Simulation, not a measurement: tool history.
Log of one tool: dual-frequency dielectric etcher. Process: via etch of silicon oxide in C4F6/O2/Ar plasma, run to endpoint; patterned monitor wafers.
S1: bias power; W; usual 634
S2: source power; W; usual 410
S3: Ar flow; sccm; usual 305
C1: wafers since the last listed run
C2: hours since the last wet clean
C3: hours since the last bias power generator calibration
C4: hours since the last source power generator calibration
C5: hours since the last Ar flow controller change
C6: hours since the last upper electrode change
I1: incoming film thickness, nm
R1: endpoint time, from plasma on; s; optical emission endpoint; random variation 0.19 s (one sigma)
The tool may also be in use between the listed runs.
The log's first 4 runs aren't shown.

run 5 hour=154.3 | S1=634 S2=410 S3=305 | C1=1116 C2=107.3 C3=3574.2 C4=3174.5 C5=3775.0 C6=4388.0 | I1=128.0 | R1=26.2
-- hour=232.0 upper electrode replaced
run 6 hour=330.2 | S1=634 S2=410 S3=360 | C1=2693 C2=283.2 C3=3750.1 C4=3350.4 C5=3950.9 C6=98.2 | I1=126.3 | R1=26.7
-- hour=334.4 source power generator calibrated
run 7 hour=508.6 | S1=634 S2=410 S3=305 | C1=3092 C2=461.6 C3=3928.5 C4=174.2 C5=4129.3 C6=276.6 | I1=127.4 | R1=26.7
run 8 hour=547.8 | S1=714 S2=410 S3=344 | C1=695 C2=500.8 C3=3967.7 C4=213.4 C5=4168.5 C6=315.8 | I1=127.2 | R1=26.0
run 9 hour=595.8 | S1=564 S2=410 S3=305 | C1=851 C2=548.8 C3=4015.7 C4=261.4 C5=4216.5 C6=363.8 | I1=125.9 | R1=28.1
run 10 hour=639.1 | S1=741 S2=470 S3=305 | C1=767 C2=592.1 C3=4059.0 C4=304.7 C5=4259.8 C6=407.1 | I1=127.1 | R1=24.4
-- hour=665.2 wet clean of the chamber
run 11 hour=684.2 | S1=634 S2=440 S3=305 | C1=374 C2=19.0 C3=4104.1 C4=349.8 C5=4304.9 C6=452.2 | I1=127.2 | R1=25.2
run 12 hour=731.3 | S1=634 S2=470 S3=372 | C1=835 C2=66.1 C3=4151.2 C4=396.9 C5=4352.0 C6=499.3 | I1=127.3 | R1=25.0
-- hour=779.0 bias power generator calibrated
run 13 hour=797.9 | S1=722 S2=480 S3=345 | C1=1109 C2=132.7 C3=18.9 C4=463.5 C5=4418.6 C6=565.9 | I1=126.8 | R1=24.0
run 14 hour=830.8 | S1=634 S2=410 S3=380 | C1=583 C2=165.6 C3=51.8 C4=496.4 C5=4451.5 C6=598.8 | I1=126.8 | R1=26.7
run 15 hour=876.5 | S1=686 S2=410 S3=305 | C1=810 C2=211.3 C3=97.5 C4=542.1 C5=4497.2 C6=644.5 | I1=126.7 | R1=25.5
run 16 hour=1011.9 | S1=709 S2=500 S3=305 | C1=2400 C2=346.7 C3=232.9 C4=677.5 C5=4632.6 C6=779.9 | I1=127.7 | R1=23.8
run 17 hour=1074.9 | S1=586 S2=440 S3=373 | C1=1116 C2=409.7 C3=295.9 C4=740.5 C5=4695.6 C6=842.9 | I1=126.4 | R1=26.9
run 18 hour=1103.7 | S1=703 S2=410 S3=305 | C1=510 C2=438.5 C3=324.7 C4=769.3 C5=4724.4 C6=871.7 | I1=126.3 | R1=25.8
-- hour=1120.7 Ar flow controller replaced
run 19 hour=1151.3 | S1=634 S2=410 S3=305 | C1=737 C2=486.1 C3=372.3 C4=816.9 C5=30.6 C6=919.3 | I1=127.0 | R1=26.9
run 20 hour=1206.6 | S1=634 S2=410 S3=305 | C1=980 C2=541.4 C3=427.6 C4=872.2 C5=85.9 C6=974.6 | I1=126.8 | R1=26.3
-- hour=1292.6 wet clean of the chamber
run 21 hour=1293.1 | S1=729 S2=410 S3=270 | C1=1108 C2=0.5 C3=514.1 C4=958.7 C5=172.4 C6=1061.1 | I1=128.0 | R1=24.6

Forecast run 22:
run 22 hour=1333.6 | S1=634 S2=410 S3=305 | C1=718 C2=41.0 C3=554.6 C4=999.2 C5=212.9 C6=1101.6 | I1=127.2 | R1=?

Run 22 gave R1 25.8 s.
Without the tool's hidden state the same run would have given R1 25.7 s.
